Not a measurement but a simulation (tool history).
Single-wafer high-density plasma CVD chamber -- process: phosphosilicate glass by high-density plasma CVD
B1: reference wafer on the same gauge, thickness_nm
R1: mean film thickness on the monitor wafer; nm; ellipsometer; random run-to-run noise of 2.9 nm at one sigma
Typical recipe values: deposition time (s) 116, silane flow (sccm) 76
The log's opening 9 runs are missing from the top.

run 10 hour=726.1 | deposition_time_(s)=116 silane_flow_(sccm)=76 | B1=863.534 | R1=929.288
run 11 hour=824.1 | deposition_time_(s)=116 silane_flow_(sccm)=76 | B1=863.188 | R1=926.295
run 12 hour=899.2 | deposition_time_(s)=116 silane_flow_(sccm)=76 | B1=862.960 | R1=927.671
run 13 hour=961.4 | deposition_time_(s)=116 silane_flow_(sccm)=76 | B1=863.310 | R1=925.917
run 14 hour=1035.0 | deposition_time_(s)=116 silane_flow_(sccm)=76 | B1=863.232 | R1=933.535
run 15 hour=1135.5 | deposition_time_(s)=126 silane_flow_(sccm)=76 | B1=862.868 | R1=1013.138
run 16 hour=1176.2 | deposition_time_(s)=126 silane_flow_(sccm)=76 | B1=863.003 | R1=1020.440
run 17 hour=1229.0 | deposition_time_(s)=116 silane_flow_(sccm)=76 | B1=862.884 | R1=935.348
run 18 hour=1282.0 | deposition_time_(s)=116 silane_flow_(sccm)=76 | B1=862.115 | R1=937.293
run 19 hour=1376.4 | deposition_time_(s)=116 silane_flow_(sccm)=76 | B1=862.355 | R1=936.594
run 20 hour=1472.8 | deposition_time_(s)=116 silane_flow_(sccm)=76 | B1=863.235 | R1=939.460
-- hour=1571.4 silane flow controller replaced
run 21 hour=1765.6 | deposition_time_(s)=129 silane_flow_(sccm)=72 | B1=863.181 | R1=1029.882
run 22 hour=1803.2 | deposition_time_(s)=110 silane_flow_(sccm)=61 | B1=863.015 | R1=766.086
run 23 hour=1909.2 | deposition_time_(s)=95 silane_flow_(sccm)=67 | B1=863.363 | R1=715.992
run 24 hour=1972.0 | deposition_time_(s)=136 silane_flow_(sccm)=85 | B1=862.365 | R1=1243.022
run 25 hour=2009.2 | deposition_time_(s)=116 silane_flow_(sccm)=76 | B1=862.765 | R1=958.494
run 26 hour=2053.5 | deposition_time_(s)=116 silane_flow_(sccm)=82 | B1=862.895 | R1=1025.848
-- hour=2120.5 gauge calibrated
-- hour=2139.0 silane flow controller replaced, repeated, since the last time left the tool worse
run 27 hour=2150.9 | deposition_time_(s)=116 silane_flow_(sccm)=83 | B1=863.417 | R1=974.154
run 28 hour=2218.7 | deposition_time_(s)=116 silane_flow_(sccm)=76 | B1=863.591 | R1=905.966
run 29 hour=2276.6 | deposition_time_(s)=97 silane_flow_(sccm)=71 | B1=862.790 | R1=721.878
run 30 hour=2344.2 | deposition_time_(s)=100 silane_flow_(sccm)=76 | B1=863.885 | R1=786.474

Forecast run 31:
run 31 hour=2422.5 | deposition_time_(s)=124 silane_flow_(sccm)=68 | B1=? | R1=?

B1: 863.135
R1: 892.446 nm
Had the tool carried no hidden state, the very same run would have given R1 891.647 nm.

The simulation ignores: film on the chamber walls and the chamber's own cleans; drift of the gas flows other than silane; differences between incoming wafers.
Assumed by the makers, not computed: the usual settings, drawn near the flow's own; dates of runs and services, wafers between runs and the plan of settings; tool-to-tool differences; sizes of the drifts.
